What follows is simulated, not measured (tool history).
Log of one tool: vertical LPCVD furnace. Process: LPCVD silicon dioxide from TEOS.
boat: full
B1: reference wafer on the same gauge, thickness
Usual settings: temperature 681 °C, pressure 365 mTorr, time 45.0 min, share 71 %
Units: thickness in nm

Run 1, hour 0.0: usual settings; B1 275.88. Result: thickness 274.40 nm.
Run 2, hour 31.4: usual settings; B1 276.06. Result: thickness 274.43 nm.
Run 3, hour 58.2: usual settings but share 65 %; B1 276.00. Result: thickness 262.37 nm.
Run 4, hour 72.1: usual settings but share 77 %; B1 275.85. Result: thickness 285.73 nm.
Run 5, hour 97.2: usual settings but share 77 %; B1 276.07. Result: thickness 285.49 nm.
Run 6, hour 114.0: usual settings but share 77 %; B1 275.93. Result: thickness 285.81 nm.
Run 7, hour 129.0: usual settings but pressure 345 mTorr; B1 276.08. Result: thickness 266.64 nm.
At hour 156.3: TEOS flow controller replaced.
Run 8, hour 160.7: usual settings but pressure 345 mTorr; B1 276.09. Result: thickness 267.69 nm.
At hour 187.6: pressure gauge zeroed.
Run 9, hour 188.1: usual settings but temperature 684 °C, share 76 %; B1 276.10. Result: thickness 304.62 nm.
Run 10, hour 192.2: usual settings but time 39.0 min; B1 276.13. Result: thickness 238.28 nm.
Run 11, hour 206.3: usual settings but pressure 400 mTorr; B1 275.90. Result: thickness 288.62 nm.
At hour 224.2: gauge calibrated.
At hour 240.2: thermocouples replaced and temperature profile calibrated.
Run 12, hour 240.7: usual settings; B1 275.83. Result: thickness 245.22 nm.
Run 13, hour 258.5: usual settings but time 60.5 min, share 64 %; B1 275.98. Result: thickness 312.49 nm.
Run 14, hour 291.2: usual settings; B1 275.98. Result: thickness 244.94 nm.
Run 15, hour 326.5: usual settings; B1 276.02. Result: thickness 244.75 nm.
Run 16, hour 340.8: usual settings but temperature 673 °C, pressure 300 mTorr, time 58.5 min; B1 276.18. Result: thickness 237.83 nm.
Run 17, hour 373.8: usual settings but temperature 673 °C, share 84 %; B1 276.07. Result: thickness 219.60 nm.
Run 18, hour 400.5: usual settings but temperature 693 °C, pressure 295 mTorr, time 31.0 min, share 77 %; B1 275.89. Result: thickness 210.88 nm.

5 ways to go on from here, each from the tool as it stands after run 18. What would each give?
Run A, hour 404.6: usual settings; B1 ?. Result: thickness ?.
Run B, hour 404.6: usual settings but time 49.5 min, share 77 %; B1 ?. Result: thickness ?.
Run C, hour 404.6: usual settings but temperature 675 °C, pressure 295 mTorr, time 33.0 min, share 65 %; B1 ?. Result: thickness ?.
Run D, hour 404.6: usual settings but temperature 685 °C, pressure 340 mTorr, share 63 %; B1 ?. Result: thickness ?.
Run E, hour 404.6: usual settings but temperature 673 °C, time 61.0 min; B1 ?. Result: thickness ?.

run      B1  thickness
  A  276.03     246.19
  B  276.03     282.02
  C  276.03     134.19
  D  276.03     246.47
  E  276.03     274.54
Without the tool's hidden state the same runs would have given:
run  thickness
  A     245.14
  B     280.82
  C     133.61
  D     245.43
  E     273.35

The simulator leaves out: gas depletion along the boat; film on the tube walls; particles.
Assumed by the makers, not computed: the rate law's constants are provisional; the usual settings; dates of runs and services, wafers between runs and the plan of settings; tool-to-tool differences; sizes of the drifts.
